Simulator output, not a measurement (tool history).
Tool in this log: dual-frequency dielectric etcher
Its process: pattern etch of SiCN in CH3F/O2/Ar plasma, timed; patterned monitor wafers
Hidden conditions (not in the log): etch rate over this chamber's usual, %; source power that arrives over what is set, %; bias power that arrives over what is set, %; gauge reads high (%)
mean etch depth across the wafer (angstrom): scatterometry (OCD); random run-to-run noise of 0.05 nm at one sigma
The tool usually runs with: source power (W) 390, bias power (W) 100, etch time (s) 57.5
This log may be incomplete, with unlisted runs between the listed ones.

| run | hour | source power (W) | bias power (W) | etch time (s) | wafers since the last listed run | hours since the last wet clean | hours since the last source power generator calibration | hours since the last bias power generator calibration | hours since the last upper electrode change | hours since the gauge calibration | read-back reference wafer on the same gauge, depth_nm | mean etch depth across the wafer (angstrom) |
|---|---|---|---|---|---|---|---|---|---|---|---|---|
| 1 | 0.0 | 390 | 100 | 57.5 | 0 | 251.2 | 3224.1 | 845.5 | 4026.3 | 460.3 | 19.90 | 235.3 |
| 2 | 44.7 | 390 | 100 | 57.5 | 693 | 295.9 | 3268.8 | 890.2 | 4071.0 | 505.0 | 19.90 | 234.7 |
| 3 | 73.8 | 390 | 100 | 57.5 | 451 | 325.0 | 3297.9 | 919.3 | 4100.1 | 534.1 | 19.90 | 234.9 |
| 4 | 113.1 | 390 | 100 | 57.5 | 609 | 364.3 | 3337.2 | 958.6 | 4139.4 | 573.4 | 19.90 | 234.9 |
| 5 | 160.8 | 390 | 100 | 57.5 | 739 | 412.0 | 3384.9 | 1006.3 | 4187.1 | 621.1 | 19.90 | 234.5 |
| 6 | 211.7 | 470 | 100 | 64.0 | 789 | 462.9 | 3435.8 | 1057.2 | 4238.0 | 672.0 | 19.91 | 284.3 |
| 7 | 272.0 | 390 | 100 | 57.5 | 934 | 523.2 | 3496.1 | 1117.5 | 4298.3 | 732.3 | 19.90 | 234.1 |
|  | 320.6 | wet clean of the chamber |
| 8 | 321.1 | 390 | 100 | 57.5 | 389 | 0.5 | 3545.2 | 1166.6 | 4347.4 | 781.4 | 19.90 | 234.3 |
| 9 | 347.2 | 390 | 100 | 57.5 | 404 | 26.6 | 3571.3 | 1192.7 | 4373.5 | 807.5 | 19.90 | 234.2 |
|  | 365.7 | gauge calibrated |
| 10 | 372.2 | 390 | 100 | 57.5 | 387 | 51.6 | 3596.3 | 1217.7 | 4398.5 | 6.5 | 19.90 | 234.4 |
|  | 425.1 | upper electrode replaced |
| 11 | 425.6 | 390 | 100 | 57.5 | 455 | 105.0 | 3649.7 | 1271.1 | 0.5 | 59.9 | 19.90 | 232.9 |
| 12 | 441.1 | 470 | 100 | 57.5 | 240 | 120.5 | 3665.2 | 1286.6 | 16.0 | 75.4 | 19.89 | 255.8 |
| 13 | 486.6 | 320 | 110 | 57.5 | 705 | 166.0 | 3710.7 | 1332.1 | 61.5 | 120.9 | 19.90 | 219.0 |
| 14 | 553.9 | 390 | 85 | 51.5 | 1043 | 233.3 | 3778.0 | 1399.4 | 128.8 | 188.2 | 19.90 | 197.8 |
| 15 | 609.3 | 390 | 100 | 57.5 | 858 | 288.7 | 3833.4 | 1454.8 | 184.2 | 243.6 | 19.89 | 232.4 |
| 16 | 639.6 | 390 | 100 | 57.5 | 469 | 319.0 | 3863.7 | 1485.1 | 214.5 | 273.9 | 19.89 | 232.4 |
| 17 | 692.1 | 390 | 124 | 46.5 | 813 | 371.5 | 3916.2 | 1537.6 | 267.0 | 326.4 | 19.90 | 204.6 |
| 18 | 726.3 | 390 | 113 | 57.5 | 530 | 405.7 | 3950.4 | 1571.8 | 301.2 | 360.6 | 19.90 | 243.8 |
|  | 730.5 | source power generator calibrated |
|  | 770.2 | wet clean of the chamber |
| 19 | 770.7 | 340 | 123 | 72.0 | 254 | 0.5 | 40.2 | 1616.2 | 345.6 | 405.0 | 19.90 | 301.8 |
|  | 777.6 | bias power generator calibrated |
| 20 | 778.1 | 460 | 100 | 48.5 | 52 | 7.9 | 47.6 | 0.5 | 353.0 | 412.4 | 19.90 | 218.0 |
| 21 | 833.4 | 390 | 100 | 57.5 | 857 | 63.2 | 102.9 | 55.8 | 408.3 | 467.7 | 19.90 | 239.2 |
| 22 | 863.2 | 390 | 111 | 57.5 | 462 | 93.0 | 132.7 | 85.6 | 438.1 | 497.5 | 19.90 | 248.7 |
| 23 | 902.2 | 390 | 100 | 57.5 | 604 | 132.0 | 171.7 | 124.6 | 477.1 | 536.5 | 19.90 | 239.1 |
| 24 | 970.8 | 470 | 107 | 41.0 | 1063 | 200.6 | 240.3 | 193.2 | 545.7 | 605.1 | 19.89 | 190.2 |
| 25 | 1040.7 | 390 | 100 | 70.0 | 1083 | 270.5 | 310.2 | 263.1 | 615.6 | 675.0 | 19.90 | 291.4 |

Same runs, no hidden state in the tool, same run-to-run variation:
| run | mean etch depth across the wafer (angstrom) |
|---|---|
| 1 | 240.0 |
| 2 | 239.6 |
| 3 | 239.8 |
| 4 | 240.0 |
| 5 | 239.7 |
| 6 | 290.8 |
| 7 | 239.6 |
| 8 | 239.9 |
| 9 | 239.9 |
| 10 | 240.1 |
| 11 | 238.9 |
| 12 | 262.4 |
| 13 | 224.7 |
| 14 | 203.3 |
| 15 | 238.9 |
| 16 | 239.0 |
| 17 | 210.5 |
| 18 | 251.0 |
| 19 | 302.4 |
| 20 | 218.4 |
| 21 | 239.7 |
| 22 | 249.2 |
| 23 | 239.6 |
| 24 | 190.6 |
| 25 | 291.9 |
